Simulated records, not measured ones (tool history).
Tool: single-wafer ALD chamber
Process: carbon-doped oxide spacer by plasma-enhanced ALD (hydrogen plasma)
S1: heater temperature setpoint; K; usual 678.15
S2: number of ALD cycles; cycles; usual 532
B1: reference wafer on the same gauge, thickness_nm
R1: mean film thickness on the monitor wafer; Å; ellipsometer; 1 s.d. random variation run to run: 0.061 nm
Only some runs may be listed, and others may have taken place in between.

{"run": 1, "hour": 0.0, "S1": 688.15, "S2": 532, "B1": 26.1, "R1": 233.07}
{"run": 2, "hour": 85.7, "S1": 688.15, "S2": 532, "B1": 26.099, "R1": 232.29}
{"run": 3, "hour": 98.4, "S1": 678.15, "S2": 494, "B1": 26.089, "R1": 221.46}
{"run": 4, "hour": 118.5, "S1": 678.15, "S2": 494, "B1": 26.084, "R1": 222.62}
{"run": 5, "hour": 144.4, "S1": 678.15, "S2": 494, "B1": 26.108, "R1": 223.04}
{"run": 6, "hour": 162.2, "S1": 678.15, "S2": 532, "B1": 26.108, "R1": 239.07}
{"run": 7, "hour": 195.3, "S1": 678.15, "S2": 532, "B1": 26.088, "R1": 238.2}
{"run": 8, "hour": 275.3, "S1": 678.15, "S2": 532, "B1": 26.084, "R1": 240.48}
{"hour": 293.7, "done": "gauge calibrated"}
{"run": 9, "hour": 308.2, "S1": 678.15, "S2": 532, "B1": 26.108, "R1": 239.43}
{"run": 10, "hour": 341.8, "S1": 678.15, "S2": 532, "B1": 26.131, "R1": 238.88}
{"run": 11, "hour": 366.6, "S1": 678.15, "S2": 532, "B1": 26.08, "R1": 239.58}

Run 12 is up next; what results do you expect?
{"run": 12, "hour": 394.0, "S1": 678.15, "S2": 610, "B1": "?", "R1": "?"}

B1: 26.11
R1: 273.41 Å
The same run, on a tool lacking any hidden state, would have yielded R1 273.41 Å.
